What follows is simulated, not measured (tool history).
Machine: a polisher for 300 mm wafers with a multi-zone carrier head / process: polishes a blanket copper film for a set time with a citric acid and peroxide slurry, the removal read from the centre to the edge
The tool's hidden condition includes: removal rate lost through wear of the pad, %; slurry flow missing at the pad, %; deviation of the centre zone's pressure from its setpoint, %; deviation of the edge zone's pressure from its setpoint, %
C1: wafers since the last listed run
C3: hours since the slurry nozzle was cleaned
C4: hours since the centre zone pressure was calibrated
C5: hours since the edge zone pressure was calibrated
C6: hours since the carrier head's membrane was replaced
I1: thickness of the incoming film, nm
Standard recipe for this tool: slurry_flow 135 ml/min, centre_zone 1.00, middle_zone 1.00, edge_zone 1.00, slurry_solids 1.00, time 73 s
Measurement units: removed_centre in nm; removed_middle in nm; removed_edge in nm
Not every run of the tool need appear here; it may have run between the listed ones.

Run 1, hour 0.0: usual settings but middle_zone 0.96; C1 0; wafers polished on this pad 1158; C3 161.2; C4 158.6; C5 549.9; C6 1028.9; I1 1207.2. Result: removed_centre 131.5 nm, removed_middle 127.0 nm, removed_edge 126.6 nm.
Run 2, hour 30.2: usual settings but slurry_flow 175 ml/min, middle_zone 1.06, edge_zone 1.10, slurry_solids 0.70; C1 277; wafers polished on this pad 1436; C3 191.4; C4 188.8; C5 580.1; C6 1059.1; I1 1172.0. Result: removed_centre 122.7 nm, removed_middle 126.0 nm, removed_edge 124.5 nm.
At hour 32.4: edge zone pressure recalibrated.
At hour 48.1: carrier head's membrane replaced by a new one.
Run 3, hour 48.6: usual settings but middle_zone 1.04, time 98 s; C1 104; wafers polished on this pad 1540; C3 209.8; C4 207.2; C5 16.2; C6 0.5; I1 1198.0. Result: removed_centre 175.0 nm, removed_middle 179.0 nm, removed_edge 169.3 nm.
Run 4, hour 74.1: usual settings but edge_zone 1.08; C1 234; wafers polished on this pad 1775; C3 235.3; C4 232.7; C5 41.7; C6 26.0; I1 1200.7. Result: removed_centre 131.3 nm, removed_middle 130.9 nm, removed_edge 132.4 nm.
At hour 95.1: worn pad replaced by a new one.
Run 5, hour 103.1: usual settings but slurry_flow 180 ml/min, centre_zone 1.06, time 92 s; C1 229; wafers polished on this pad 73; C3 264.3; C4 261.7; C5 70.7; C6 55.0; I1 1209.8. Result: removed_centre 182.8 nm, removed_middle 171.4 nm, removed_edge 164.9 nm.
At hour 122.3: slurry nozzle cleaned.
Run 6, hour 122.8: usual settings but middle_zone 0.95; C1 171; wafers polished on this pad 245; C3 0.5; C4 281.4; C5 90.4; C6 74.7; I1 1211.1. Result: removed_centre 130.2 nm, removed_middle 124.1 nm, removed_edge 127.0 nm.
Run 7, hour 153.9: usual settings; C1 285; wafers polished on this pad 530; C3 31.6; C4 312.5; C5 121.5; C6 105.8; I1 1207.0. Result: removed_centre 132.1 nm, removed_middle 130.2 nm, removed_edge 126.3 nm.
Run 8, hour 185.0: usual settings but centre_zone 1.06, middle_zone 0.93, time 52 s; C1 285; wafers polished on this pad 816; C3 62.7; C4 343.6; C5 152.6; C6 136.9; I1 1196.2. Result: removed_centre 97.1 nm, removed_middle 87.0 nm, removed_edge 89.5 nm.
Run 9, hour 206.2: usual settings but edge_zone 0.92; C1 194; wafers polished on this pad 1011; C3 83.9; C4 364.8; C5 173.8; C6 158.1; I1 1211.8. Result: removed_centre 131.2 nm, removed_middle 130.5 nm, removed_edge 121.7 nm.
Run 10, hour 233.2: usual settings but middle_zone 1.11, time 94 s; C1 248; wafers polished on this pad 1259; C3 110.9; C4 391.8; C5 200.8; C6 185.1; I1 1196.7. Result: removed_centre 167.5 nm, removed_middle 184.0 nm, removed_edge 161.4 nm.
Run 11, hour 254.9: usual settings but time 66 s; C1 199; wafers polished on this pad 1459; C3 132.6; C4 413.5; C5 222.5; C6 206.8; I1 1199.2. Result: removed_centre 117.7 nm, removed_middle 115.9 nm, removed_edge 116.0 nm.
At hour 277.7: worn pad replaced by a new one.
Run 12, hour 278.2: usual settings but centre_zone 0.90; C1 177; wafers polished on this pad 4; C3 155.9; C4 436.8; C5 245.8; C6 230.1; I1 1213.8. Result: removed_centre 121.8 nm, removed_middle 131.0 nm, removed_edge 126.2 nm.
Run 13, hour 306.4: usual settings but centre_zone 1.04, middle_zone 1.11, slurry_solids 0.75; C1 259; wafers polished on this pad 263; C3 184.1; C4 465.0; C5 274.0; C6 258.3; I1 1192.4. Result: removed_centre 124.5 nm, removed_middle 129.2 nm, removed_edge 115.5 nm.
Run 14, hour 320.3: usual settings but middle_zone 1.04, edge_zone 1.09; C1 127; wafers polished on this pad 391; C3 198.0; C4 478.9; C5 287.9; C6 272.2; I1 1216.8. Result: removed_centre 131.0 nm, removed_middle 133.0 nm, removed_edge 132.0 nm.
At hour 343.8: slurry nozzle cleaned.
Run 15, hour 355.9: usual settings but centre_zone 0.88, slurry_solids 1.15, time 58 s; C1 318; wafers polished on this pad 709; C3 12.1; C4 514.5; C5 323.5; C6 307.8; I1 1203.4. Result: removed_centre 97.9 nm, removed_middle 107.1 nm, removed_edge 104.6 nm.
Run 16, hour 384.1: usual settings; C1 259; wafers polished on this pad 968; C3 40.3; C4 542.7; C5 351.7; C6 336.0; I1 1186.3. Result: removed_centre 128.9 nm, removed_middle 129.5 nm, removed_edge 128.3 nm.
Run 17, hour 419.8: usual settings but time 83 s; C1 328; wafers polished on this pad 1296; C3 76.0; C4 578.4; C5 387.4; C6 371.7; I1 1190.9. Result: removed_centre 148.6 nm, removed_middle 147.3 nm, removed_edge 142.5 nm.
Run 18, hour 447.5: usual settings but centre_zone 1.10, middle_zone 0.95, edge_zone 1.11, time 98 s; C1 254; wafers polished on this pad 1551; C3 103.7; C4 606.1; C5 415.1; C6 399.4; I1 1202.6. Result: removed_centre 189.4 nm, removed_middle 168.1 nm, removed_edge 177.7 nm.
Run 19, hour 464.1: usual settings but slurry_flow 115 ml/min, centre_zone 1.12; C1 152; wafers polished on this pad 1703; C3 120.3; C4 622.7; C5 431.7; C6 416.0; I1 1203.1. Result: removed_centre 136.0 nm, removed_middle 123.9 nm, removed_edge 123.4 nm.
At hour 474.6: worn pad replaced by a new one.
Run 20, hour 478.0: usual settings; C1 91; wafers polished on this pad 30; C3 134.2; C4 636.6; C5 445.6; C6 429.9; I1 1192.8. Result: removed_centre 129.7 nm, removed_middle 129.5 nm, removed_edge 127.6 nm.
Run 21, hour 506.7: usual settings but slurry_flow 170 ml/min, middle_zone 1.09, edge_zone 0.92, slurry_solids 0.75; C1 263; wafers polished on this pad 294; C3 162.9; C4 665.3; C5 474.3; C6 458.6; I1 1188.7. Result: removed_centre 123.9 nm, removed_middle 134.9 nm, removed_edge 114.9 nm.
Run 22, hour 540.4: usual settings; C1 309; wafers polished on this pad 604; C3 196.6; C4 699.0; C5 508.0; C6 492.3; I1 1190.2. Result: removed_centre 130.4 nm, removed_middle 130.5 nm, removed_edge 126.4 nm.

Hidden condition of the tool, last listed run before each entry between runs versus first listed run after:
Runs 2 to 3: edge zone pressure recalibrated (hour 32.4); carrier head's membrane replaced by a new one (hour 48.1)
  no hidden state differs between the two runs
Runs 4 to 5: worn pad replaced by a new one (hour 95.1)
  no hidden state differs between the two runs
Runs 5 to 6: slurry nozzle cleaned (hour 122.3)
  no hidden state differs between the two runs
Runs 11 to 12: worn pad replaced by a new one (hour 277.7)
  no hidden state differs between the two runs
Runs 14 to 15: slurry nozzle cleaned (hour 343.8)
  no hidden state differs between the two runs
Runs 19 to 20: worn pad replaced by a new one (hour 474.6)
  no hidden state differs between the two runs

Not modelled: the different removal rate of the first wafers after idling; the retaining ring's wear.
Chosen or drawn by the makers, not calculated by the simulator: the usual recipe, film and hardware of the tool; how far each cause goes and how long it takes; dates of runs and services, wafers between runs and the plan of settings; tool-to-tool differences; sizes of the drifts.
